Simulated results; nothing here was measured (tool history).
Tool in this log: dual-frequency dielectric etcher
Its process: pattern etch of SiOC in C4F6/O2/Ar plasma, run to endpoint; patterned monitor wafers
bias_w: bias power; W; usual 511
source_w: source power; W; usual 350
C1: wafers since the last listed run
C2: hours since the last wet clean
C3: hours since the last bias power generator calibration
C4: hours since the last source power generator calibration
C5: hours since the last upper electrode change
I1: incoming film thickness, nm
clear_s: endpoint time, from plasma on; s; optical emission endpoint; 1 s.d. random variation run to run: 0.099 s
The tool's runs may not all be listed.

{"run": 1, "hour": 0.0, "bias_w": 511, "source_w": 350, "C1": 0, "C2": 73.5, "C3": 3682.4, "C4": 2320.0, "C5": 2906.8, "I1": 35.09, "clear_s": 11.4}
{"run": 2, "hour": 19.0, "bias_w": 511, "source_w": 350, "C1": 254, "C2": 92.5, "C3": 3701.4, "C4": 2339.0, "C5": 2925.8, "I1": 35.09, "clear_s": 11.6}
{"run": 3, "hour": 53.5, "bias_w": 511, "source_w": 350, "C1": 461, "C2": 127.0, "C3": 3735.9, "C4": 2373.5, "C5": 2960.3, "I1": 35.11, "clear_s": 11.3}
{"run": 4, "hour": 143.1, "bias_w": 511, "source_w": 420, "C1": 1197, "C2": 216.6, "C3": 3825.5, "C4": 2463.1, "C5": 3049.9, "I1": 34.87, "clear_s": 10.9}
{"run": 5, "hour": 174.0, "bias_w": 511, "source_w": 420, "C1": 413, "C2": 247.5, "C3": 3856.4, "C4": 2494.0, "C5": 3080.8, "I1": 34.77, "clear_s": 10.7}
{"run": 6, "hour": 186.1, "bias_w": 511, "source_w": 350, "C1": 161, "C2": 259.6, "C3": 3868.5, "C4": 2506.1, "C5": 3092.9, "I1": 34.97, "clear_s": 11.2}
{"run": 7, "hour": 207.8, "bias_w": 511, "source_w": 350, "C1": 290, "C2": 281.3, "C3": 3890.2, "C4": 2527.8, "C5": 3114.6, "I1": 34.91, "clear_s": 11.0}
{"run": 8, "hour": 250.7, "bias_w": 511, "source_w": 350, "C1": 573, "C2": 324.2, "C3": 3933.1, "C4": 2570.7, "C5": 3157.5, "I1": 34.75, "clear_s": 10.9}
{"run": 9, "hour": 277.5, "bias_w": 511, "source_w": 350, "C1": 358, "C2": 351.0, "C3": 3959.9, "C4": 2597.5, "C5": 3184.3, "I1": 34.9, "clear_s": 11.1}
{"run": 10, "hour": 293.0, "bias_w": 547, "source_w": 350, "C1": 207, "C2": 366.5, "C3": 3975.4, "C4": 2613.0, "C5": 3199.8, "I1": 35.05, "clear_s": 10.9}
{"run": 11, "hour": 313.4, "bias_w": 547, "source_w": 350, "C1": 272, "C2": 386.9, "C3": 3995.8, "C4": 2633.4, "C5": 3220.2, "I1": 34.92, "clear_s": 10.6}
{"hour": 359.1, "done": "wet clean of the chamber"}
{"run": 12, "hour": 359.6, "bias_w": 547, "source_w": 350, "C1": 296, "C2": 0.5, "C3": 4042.0, "C4": 2679.6, "C5": 3266.4, "I1": 34.91, "clear_s": 10.5}
{"run": 13, "hour": 360.0, "bias_w": 511, "source_w": 350, "C1": 5, "C2": 0.9, "C3": 4042.4, "C4": 2680.0, "C5": 3266.8, "I1": 35.25, "clear_s": 10.9}
{"run": 14, "hour": 373.6, "bias_w": 511, "source_w": 350, "C1": 181, "C2": 14.5, "C3": 4056.0, "C4": 2693.6, "C5": 3280.4, "I1": 34.83, "clear_s": 10.8}
{"hour": 400.9, "done": "source power generator calibrated"}
{"run": 15, "hour": 420.9, "bias_w": 511, "source_w": 350, "C1": 578, "C2": 61.8, "C3": 4103.3, "C4": 20.0, "C5": 3327.7, "I1": 35.17, "clear_s": 10.9}
{"run": 16, "hour": 440.9, "bias_w": 478, "source_w": 420, "C1": 267, "C2": 81.8, "C3": 4123.3, "C4": 40.0, "C5": 3347.7, "I1": 34.99, "clear_s": 10.6}
{"run": 17, "hour": 466.3, "bias_w": 511, "source_w": 350, "C1": 339, "C2": 107.2, "C3": 4148.7, "C4": 65.4, "C5": 3373.1, "I1": 34.6, "clear_s": 10.6}
{"run": 18, "hour": 481.8, "bias_w": 631, "source_w": 290, "C1": 207, "C2": 122.7, "C3": 4164.2, "C4": 80.9, "C5": 3388.6, "I1": 34.83, "clear_s": 10.0}
{"hour": 496.4, "done": "bias power generator calibrated"}
{"run": 19, "hour": 508.9, "bias_w": 610, "source_w": 400, "C1": 308, "C2": 149.8, "C3": 12.5, "C4": 108.0, "C5": 3415.7, "I1": 35.02, "clear_s": 9.6}
{"hour": 541.6, "done": "upper electrode replaced"}
{"hour": 546.9, "done": "wet clean of the chamber, repeated, since the last time left the tool worse"}
{"run": 20, "hour": 547.4, "bias_w": 435, "source_w": 270, "C1": 122, "C2": 0.5, "C3": 51.0, "C4": 146.5, "C5": 5.8, "I1": 34.92, "clear_s": 13.0}
{"run": 21, "hour": 556.5, "bias_w": 511, "source_w": 350, "C1": 121, "C2": 9.6, "C3": 60.1, "C4": 155.6, "C5": 14.9, "I1": 34.95, "clear_s": 11.3}
{"run": 22, "hour": 582.0, "bias_w": 631, "source_w": 290, "C1": 340, "C2": 35.1, "C3": 85.6, "C4": 181.1, "C5": 40.4, "I1": 35.07, "clear_s": 10.6}
{"run": 23, "hour": 617.6, "bias_w": 449, "source_w": 350, "C1": 475, "C2": 70.7, "C3": 121.2, "C4": 216.7, "C5": 76.0, "I1": 35.01, "clear_s": 12.0}
{"run": 24, "hour": 630.9, "bias_w": 511, "source_w": 350, "C1": 177, "C2": 84.0, "C3": 134.5, "C4": 230.0, "C5": 89.3, "I1": 34.95, "clear_s": 11.5}
{"run": 25, "hour": 662.3, "bias_w": 459, "source_w": 370, "C1": 419, "C2": 115.4, "C3": 165.9, "C4": 261.4, "C5": 120.7, "I1": 34.63, "clear_s": 11.5}
{"run": 26, "hour": 686.5, "bias_w": 511, "source_w": 320, "C1": 323, "C2": 139.6, "C3": 190.1, "C4": 285.6, "C5": 144.9, "I1": 34.88, "clear_s": 11.4}
{"run": 27, "hour": 706.0, "bias_w": 612, "source_w": 380, "C1": 260, "C2": 159.1, "C3": 209.6, "C4": 305.1, "C5": 164.4, "I1": 35.07, "clear_s": 10.5}
{"run": 28, "hour": 718.7, "bias_w": 558, "source_w": 400, "C1": 169, "C2": 171.8, "C3": 222.3, "C4": 317.8, "C5": 177.1, "I1": 35.11, "clear_s": 10.6}
{"run": 29, "hour": 735.2, "bias_w": 604, "source_w": 410, "C1": 220, "C2": 188.3, "C3": 238.8, "C4": 334.3, "C5": 193.6, "I1": 35.11, "clear_s": 10.2}
{"run": 30, "hour": 766.1, "bias_w": 554, "source_w": 350, "C1": 413, "C2": 219.2, "C3": 269.7, "C4": 365.2, "C5": 224.5, "I1": 34.96, "clear_s": 10.9}
{"run": 31, "hour": 785.4, "bias_w": 593, "source_w": 380, "C1": 258, "C2": 238.5, "C3": 289.0, "C4": 384.5, "C5": 243.8, "I1": 35.44, "clear_s": 10.5}

What differs in the tool's unlogged condition from the final listed run ahead of each entry between runs to the first listed run following it?
In the gap between runs 11 and 12: wet clean of the chamber (hour 359.1)
  etch rate over this chamber's usual, %: 2.87 -> 5.6
  the result without the hidden state subtracted from the measured one, clear_s: -0.3 -> -0.6 s
In the gap between runs 14 and 15: source power generator calibrated (hour 400.9)
  etch rate over this chamber's usual, %: 5.7 -> 6.03
  the result without the hidden state subtracted from the measured one, clear_s: -0.6 -> -0.7 s
In the gap between runs 18 and 19: bias power generator calibrated (hour 496.4)
  etch rate over this chamber's usual, %: 6.46 -> 6.65
  the result without the hidden state subtracted from the measured one, clear_s: -0.6 -> -0.7 s
In the gap between runs 19 and 20: upper electrode replaced (hour 541.6); wet clean of the chamber, repeated, since the last time left the tool worse (hour 546.9)
  etch rate over this chamber's usual, %: 6.65 -> -0.158
  the result without the hidden state subtracted from the measured one, clear_s: -0.7 -> +0.0 s
